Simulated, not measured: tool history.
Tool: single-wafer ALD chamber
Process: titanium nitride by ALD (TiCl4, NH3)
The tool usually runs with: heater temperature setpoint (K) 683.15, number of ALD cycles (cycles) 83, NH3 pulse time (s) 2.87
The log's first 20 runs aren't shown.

run   hour  heater temperature setpoint (K)  number of ALD cycles (cycles)  NH3 pulse time (s)  read-back reference wafer on the same gauge, thickness_nm  mean film thickness on the monitor wafer (nm)
 21  487.4                           683.15                             83                2.87                                                      2.152                                          2.023
 22  505.8                           670.15                             83                1.79                                                      2.149                                          1.947
     506.4  -- gauge calibrated
 23  541.3                           683.15                             95                3.56                                                      2.066                                          2.232
 24  561.3                           683.15                             83                2.87                                                       2.07                                          1.936
 25  576.1                           679.15                             67                1.92                                                      2.067                                          1.535
 26  590.1                           683.15                             78                2.35                                                      2.069                                          1.803
 27  622.1                           683.15                             83                2.87                                                      2.072                                          1.938
 28  637.3                           683.15                             83                2.87                                                      2.072                                          1.941
 29  666.1                           683.15                             83                2.87                                                      2.076                                          1.947
 30  750.4                           683.15                             83                2.87                                                      2.088                                          1.953
 31  785.9                           670.15                             71                3.99                                                      2.084                                          1.684
 32  808.8                           683.15                             90                2.24                                                      2.088                                           2.09
 33    844                           688.15                             83                3.24                                                      2.092                                          1.982
 34  861.1                           683.15                             83                 3.5                                                      2.091                                          1.978
 35  889.6                           669.15                             92                3.19                                                      2.093                                          2.183
 36  907.3                           683.15                             83                2.87                                                      2.094                                          1.961
 37  923.6                           683.15                             83                2.87                                                      2.097                                          1.969
 38  955.4                           669.15                             74                2.43                                                      2.099                                           1.72
 39  971.2                           674.15                            100                2.87                                                      2.102                                          2.368

Branching from run 39: 3 alternative next runs. What would each branch give?
  A  971.8                           683.15                             75                2.87                                                          ?                                              ?
  B  971.8                           683.15                             83                1.99                                                          ?                                              ?
  C  971.8                           694.15                             96                1.74                                                          ?                                              ?

run  read-back reference wafer on the same gauge, thickness_nm  mean film thickness on the monitor wafer (nm)
  A                                                      2.101                                          1.776
  B                                                      2.101                                           1.93
  C                                                      2.101                                          2.225
Without the tool's hidden state the same runs would have given:
run  mean film thickness on the monitor wafer (nm)
  A                                           1.75
  B                                          1.902
  C                                          2.193
